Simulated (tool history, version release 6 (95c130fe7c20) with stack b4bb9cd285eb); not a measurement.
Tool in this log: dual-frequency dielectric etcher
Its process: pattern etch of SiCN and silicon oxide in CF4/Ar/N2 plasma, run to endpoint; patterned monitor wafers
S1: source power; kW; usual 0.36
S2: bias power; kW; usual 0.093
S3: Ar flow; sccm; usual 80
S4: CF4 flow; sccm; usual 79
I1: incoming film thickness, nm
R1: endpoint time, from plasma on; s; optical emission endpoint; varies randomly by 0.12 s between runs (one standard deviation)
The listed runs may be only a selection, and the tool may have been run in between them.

run    hour    S1     S2  S3  S4     I1    R1
  1       0  0.36  0.093  80  79  13.08  15.1
  2    49.2  0.36  0.093  80  79  12.92  14.8
      141.2  -- wet clean of the chamber, repeated, since the last time left the tool worse
  3   152.3  0.36  0.093  80  79     13  15.6
      182.4  -- upper electrode replaced
  4   225.3  0.36  0.093  80  79  13.05  15.8
      263.7  -- source power generator calibrated
      275.2  -- bias power generator calibrated
  5   320.5  0.36  0.093  80  79  13.03  15.7
        354  -- Ar flow controller replaced
  6   362.8  0.36  0.093  80  79  12.96  15.5
  7   446.5  0.29  0.093  61  59  13.03  18.6
  8   553.7  0.36  0.093  80  79  12.95  15.7
      611.6  -- CF4 flow controller replaced
  9   645.3  0.36  0.093  80  72  13.02  15.6
 10   710.6  0.36  0.072  80  79  13.09  17.2
 11   757.2  0.36  0.093  80  79  12.99  15.4
 12   816.9  0.36  0.101  80  79  13.12  15.1
      844.1  -- wet clean of the chamber
 13   897.7  0.36  0.093  80  79  12.87  15.5
 14   988.5  0.39  0.083  80  90     13  15.3
 15  1077.2  0.36  0.107  80  99  13.03  14.6
 16  1162.4  0.33  0.109  71  86  13.08  15.1
 17  1229.7  0.43  0.086  62  70  12.98  13.3
 18  1314.9  0.39  0.082  74  79  12.95  14.6
     1404.1  -- wet clean of the chamber
 19  1407.3  0.27  0.072  86  79  12.89  22.6

Run 20, settings as shown, results not yet in. Your forecast:
 20  1514.1  0.36  0.093  80  79  13.09   ?

Run 20 measured R1 15.7 s.
Take away the tool's hidden state, keep the run-to-run variation as it was, and the same run would have given R1 15.8 s.
